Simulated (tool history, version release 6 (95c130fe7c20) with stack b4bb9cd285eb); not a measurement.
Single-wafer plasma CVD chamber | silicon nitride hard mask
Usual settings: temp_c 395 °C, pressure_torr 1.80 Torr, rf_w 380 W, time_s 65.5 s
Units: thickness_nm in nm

run,hour,temp_c,pressure_torr,rf_w,time_s,"read-back reference wafer on the same gauge, thickness_nm",thickness_nm
1,0.0,395,1.80,380,65.5,110.950,91.245
2,28.5,395,1.80,380,65.5,110.817,91.355
3,53.9,395,1.91,380,65.5,110.824,92.664
4,69.4,395,1.91,380,65.5,110.746,92.301
# hour 78.0: thermocouple changed; heater temperature recalibrated
5,100.9,395,1.80,380,65.5,110.611,91.181
# hour 121.1: showerhead replaced
6,130.7,399,1.80,340,55.5,110.561,71.985
7,152.7,395,1.93,335,73.8,110.582,97.065
8,182.4,395,1.80,380,65.5,110.281,90.195
9,202.4,384,2.23,330,54.6,110.768,74.668
10,215.4,395,1.80,380,65.5,110.690,90.412
11,231.6,395,1.80,380,53.4,110.703,73.201
# hour 250.9: RF generator calibrated
12,266.0,401,1.80,305,70.0,110.893,88.708
13,288.6,387,2.06,380,65.5,110.977,97.715
14,327.9,395,1.47,380,65.5,110.378,88.363
# hour 331.3: gauge calibrated
15,359.5,382,1.48,335,65.5,110.562,82.347
16,381.5,395,1.80,380,65.5,110.632,94.006
17,395.4,395,1.80,380,65.5,110.604,94.044
18,427.9,395,1.55,380,61.7,110.673,84.580
19,458.0,389,1.64,380,65.5,110.567,91.519
20,482.7,402,2.08,340,76.6,110.249,107.924
21,575.9,395,1.80,380,65.5,110.412,93.913
22,609.6,391,1.91,400,72.6,110.560,108.758
23,626.9,395,1.80,340,65.5,110.605,87.730
24,643.9,395,2.23,380,65.5,110.663,98.903
25,659.6,395,1.42,380,76.2,110.376,100.759
26,695.1,409,1.80,415,65.5,110.625,96.986
27,720.8,384,1.97,340,54.3,110.659,74.757
28,745.2,395,1.80,380,65.5,110.802,92.397

The same runs without the tool's hidden state, with the same run-to-run variation:
The hidden state here: wafer temperature above the value expected at the setpoint (K); delivered RF power above the setpoint (%); true pressure above the setpoint (%); gauge reads high (%).
run,thickness_nm
1,94.583
2,94.768
3,96.190
4,95.852
5,94.767
6,74.918
7,101.121
8,93.944
9,77.924
10,94.253
11,76.343
12,89.334
13,98.429
14,89.097
15,83.098
16,94.915
17,94.986
18,85.497
19,92.583
20,109.245
21,95.288
22,110.345
23,89.129
24,100.525
25,102.452
26,98.578
27,76.131
28,94.155
